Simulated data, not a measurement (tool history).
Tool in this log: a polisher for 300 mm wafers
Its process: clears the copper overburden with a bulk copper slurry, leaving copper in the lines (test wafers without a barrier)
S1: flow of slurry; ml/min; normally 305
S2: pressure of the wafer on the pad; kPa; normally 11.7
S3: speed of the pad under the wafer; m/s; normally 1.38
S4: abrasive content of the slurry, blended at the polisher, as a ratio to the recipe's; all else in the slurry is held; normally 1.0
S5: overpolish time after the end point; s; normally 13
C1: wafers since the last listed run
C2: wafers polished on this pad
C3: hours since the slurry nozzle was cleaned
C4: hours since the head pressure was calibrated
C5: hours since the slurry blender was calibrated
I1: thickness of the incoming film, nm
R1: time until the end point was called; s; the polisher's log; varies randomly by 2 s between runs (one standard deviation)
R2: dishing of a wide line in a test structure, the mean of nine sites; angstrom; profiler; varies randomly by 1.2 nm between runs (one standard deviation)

run	day	S1	S2	S3	S4	S5	C1	C2	C3	C4	C5	I1	R1	R2
1	0.000	305	11.7	1.10	1.0	13	0	405	281.2	275.8	257.7	1054.5	197.7	498
# day 0.162: worn pad replaced by a new one
2	0.588	305	11.7	1.10	1.0	13	60	60	295.3	289.9	271.8	1060.6	196.2	499
3	1.138	305	9.7	1.38	1.0	13	77	137	308.5	303.1	285.0	1084.4	205.1	503
4	1.917	305	9.7	1.38	1.0	13	109	247	327.2	321.8	303.7	1075.2	199.3	494
5	3.100	305	11.7	1.38	1.0	19	166	413	355.6	350.2	332.1	1091.7	173.2	770
# day 3.379: worn pad replaced by a new one
6	3.408	305	11.7	1.38	1.0	19	19	4	363.0	357.6	339.5	1054.4	167.1	761
# day 3.754: head pressure recalibrated
7	3.775	230	11.7	1.38	1.0	13	39	44	371.8	0.5	348.3	1089.7	152.4	648
8	4.392	230	11.7	1.38	1.0	13	86	130	386.6	15.3	363.1	1092.4	156.1	617
9	4.683	230	11.7	1.38	1.0	13	41	171	393.6	22.3	370.1	1063.8	148.5	633
10	5.075	305	11.7	1.38	1.0	10	55	226	403.0	31.7	379.5	1075.8	142.9	540
# day 5.825: slurry blender recalibrated
11	5.846	305	11.7	1.60	0.9	13	96	323	421.5	50.2	0.5	1055.2	126.9	718
12	6.192	225	8.3	1.02	1.1	13	48	372	429.8	58.5	8.8	1090.5	283.0	375
13	6.917	305	11.7	1.38	1.0	13	102	474	447.2	75.9	26.2	1091.5	148.0	661
# day 7.421: worn pad replaced by a new one, of another model than before
14	7.458	305	11.7	1.38	1.0	13	52	5	460.2	88.9	39.2	1068.6	148.8	667
15	7.908	305	10.3	1.74	1.0	19	63	68	471.0	99.7	50.0	1064.6	134.3	905
# day 8.592: slurry nozzle cleaned
16	9.942	210	9.0	1.38	0.7	8	280	348	32.4	148.5	98.8	1076.6	217.2	318
17	10.617	225	11.7	1.20	1.2	19	94	443	48.6	164.7	115.0	1077.2	166.2	755
# day 11.083: worn pad replaced by a new one
18	11.112	255	11.7	1.38	1.0	18	46	4	60.5	176.6	126.9	1073.0	156.6	771
19	11.783	305	11.7	1.38	1.0	13	94	98	76.6	192.7	143.0	1098.7	157.3	644
20	12.121	305	11.7	1.38	1.0	16	47	146	84.7	200.8	151.1	1067.0	148.9	751

Same runs, no hidden state in the tool, same run-to-run variation:
Hidden state at play: removal rate lost through wear of the pad, %; slurry flow missing at the pad, %; deviation of the head's pressure from its setpoint, %; abrasive missing from the slurry, %.
run	R1	R2
1	182.8	533
2	179.9	539
3	186.6	547
4	179.0	543
5	152.4	854
6	146.2	849
7	154.1	642
8	157.8	611
9	150.1	627
10	144.4	535
11	128.0	713
12	285.2	372
13	148.9	658
14	149.1	666
15	134.4	904
16	215.8	320
17	164.7	761
18	154.7	779
19	154.9	652
20	146.4	762
